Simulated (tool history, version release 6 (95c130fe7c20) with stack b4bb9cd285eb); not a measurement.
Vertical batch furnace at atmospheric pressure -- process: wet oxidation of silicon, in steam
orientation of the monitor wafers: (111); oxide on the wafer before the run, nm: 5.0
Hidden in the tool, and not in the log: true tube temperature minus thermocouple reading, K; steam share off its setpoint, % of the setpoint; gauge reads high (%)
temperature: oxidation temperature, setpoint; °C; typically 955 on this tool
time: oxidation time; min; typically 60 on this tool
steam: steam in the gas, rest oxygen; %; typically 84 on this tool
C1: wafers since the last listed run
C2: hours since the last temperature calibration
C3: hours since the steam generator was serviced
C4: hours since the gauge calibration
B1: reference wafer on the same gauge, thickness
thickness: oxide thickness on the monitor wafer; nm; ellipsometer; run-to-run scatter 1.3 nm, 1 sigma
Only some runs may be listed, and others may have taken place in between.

{"run": 1, "day": 0.0, "temperature": 955, "time": 45, "steam": 92, "C1": 0, "C2": 2021.3, "C3": 2994, "C4": 379.9, "B1": 267.91, "thickness": 282.9}
{"day": 1.721, "done": "gauge calibrated"}
{"run": 2, "day": 2.808, "temperature": 955, "time": 45, "steam": 92, "C1": 667, "C2": 2088.7, "C3": 3061.4, "C4": 26.1, "B1": 268.13, "thickness": 286.6}
{"run": 3, "day": 3.621, "temperature": 955, "time": 45, "steam": 92, "C1": 193, "C2": 2108.2, "C3": 3080.9, "C4": 45.6, "B1": 267.9, "thickness": 283.69}
{"run": 4, "day": 4.858, "temperature": 955, "time": 76, "steam": 84, "C1": 294, "C2": 2137.9, "C3": 3110.6, "C4": 75.3, "B1": 267.96, "thickness": 382.33}
{"run": 5, "day": 5.821, "temperature": 955, "time": 60, "steam": 84, "C1": 228, "C2": 2161, "C3": 3133.7, "C4": 98.4, "B1": 268.17, "thickness": 325.26}
{"run": 6, "day": 6.612, "temperature": 955, "time": 60, "steam": 84, "C1": 188, "C2": 2180, "C3": 3152.7, "C4": 117.4, "B1": 268.09, "thickness": 324.78}
{"run": 7, "day": 7.712, "temperature": 955, "time": 60, "steam": 84, "C1": 261, "C2": 2206.4, "C3": 3179.1, "C4": 143.8, "B1": 268.1, "thickness": 327.73}
{"run": 8, "day": 9.154, "temperature": 948, "time": 60, "steam": 84, "C1": 342, "C2": 2241, "C3": 3213.7, "C4": 178.4, "B1": 267.82, "thickness": 309.89}
{"run": 9, "day": 10.475, "temperature": 955, "time": 60, "steam": 84, "C1": 313, "C2": 2272.7, "C3": 3245.4, "C4": 210.1, "B1": 267.98, "thickness": 325.97}
{"run": 10, "day": 11.7, "temperature": 955, "time": 60, "steam": 84, "C1": 291, "C2": 2302.1, "C3": 3274.8, "C4": 239.5, "B1": 267.8, "thickness": 324.33}
{"run": 11, "day": 16.05, "temperature": 964, "time": 40, "steam": 91, "C1": 1033, "C2": 2406.5, "C3": 3379.2, "C4": 343.9, "B1": 267.88, "thickness": 277.94}
{"run": 12, "day": 17.088, "temperature": 937, "time": 60, "steam": 84, "C1": 246, "C2": 2431.4, "C3": 3404.1, "C4": 368.8, "B1": 267.88, "thickness": 282.89}
{"day": 18.246, "done": "steam generator serviced"}
{"run": 13, "day": 18.267, "temperature": 971, "time": 44, "steam": 88, "C1": 42, "C2": 2459.7, "C3": 0.5, "C4": 397.1, "B1": 267.93, "thickness": 306.46}
{"day": 19.354, "done": "gauge calibrated"}
{"day": 20.067, "done": "thermocouples replaced and temperature profile calibrated"}
{"run": 14, "day": 20.088, "temperature": 955, "time": 60, "steam": 84, "C1": 195, "C2": 0.5, "C3": 44.2, "C4": 17.6, "B1": 268.18, "thickness": 327.93}
{"run": 15, "day": 20.346, "temperature": 955, "time": 60, "steam": 84, "C1": 61, "C2": 6.7, "C3": 50.4, "C4": 23.8, "B1": 268.22, "thickness": 327.47}
{"run": 16, "day": 21.212, "temperature": 971, "time": 44, "steam": 88, "C1": 206, "C2": 27.5, "C3": 71.2, "C4": 44.6, "B1": 267.93, "thickness": 307.09}
{"run": 17, "day": 22.25, "temperature": 968, "time": 78.5, "steam": 81, "C1": 246, "C2": 52.4, "C3": 96.1, "C4": 69.5, "B1": 268.21, "thickness": 417.78}
{"run": 18, "day": 23.575, "temperature": 955, "time": 60, "steam": 84, "C1": 314, "C2": 84.2, "C3": 127.9, "C4": 101.3, "B1": 267.76, "thickness": 327.1}
{"run": 19, "day": 24.604, "temperature": 955, "time": 60, "steam": 74, "C1": 244, "C2": 108.9, "C3": 152.6, "C4": 126, "B1": 268.33, "thickness": 298.63}
{"run": 20, "day": 25.517, "temperature": 964, "time": 33, "steam": 84, "C1": 216, "C2": 130.8, "C3": 174.5, "C4": 147.9, "B1": 267.82, "thickness": 231.24}

Consider 5 possible next runs. They are alternatives, not a sequence: every one starts from the tool as it was left by run 20. What does each give?
{"run": "A", "day": 25.75, "temperature": 955, "time": 60, "steam": 93, "C1": 55, "C2": 136.4, "C3": 180.1, "C4": 153.5, "B1": "?", "thickness": "?"}
{"run": "B", "day": 25.75, "temperature": 967, "time": 74.5, "steam": 84, "C1": 55, "C2": 136.4, "C3": 180.1, "C4": 153.5, "B1": "?", "thickness": "?"}
{"run": "C", "day": 25.75, "temperature": 980, "time": 73.5, "steam": 91, "C1": 55, "C2": 136.4, "C3": 180.1, "C4": 153.5, "B1": "?", "thickness": "?"}
{"run": "D", "day": 25.75, "temperature": 975, "time": 60, "steam": 76, "C1": 55, "C2": 136.4, "C3": 180.1, "C4": 153.5, "B1": "?", "thickness": "?"}
{"run": "E", "day": 25.75, "temperature": 955, "time": 60, "steam": 80, "C1": 55, "C2": 136.4, "C3": 180.1, "C4": 153.5, "B1": "?", "thickness": "?"}

run=A B1=267.98 thickness=349.43
run=B B1=267.98 thickness=410.44
run=C B1=267.98 thickness=465.18
run=D B1=267.98 thickness=351.69
run=E B1=267.98 thickness=314.99
With the hidden condition removed and each run's random variation left untouched, the same runs would have given:
run=A thickness=349.43
run=B thickness=410.44
run=C thickness=465.18
run=D thickness=351.69
run=E thickness=314.99

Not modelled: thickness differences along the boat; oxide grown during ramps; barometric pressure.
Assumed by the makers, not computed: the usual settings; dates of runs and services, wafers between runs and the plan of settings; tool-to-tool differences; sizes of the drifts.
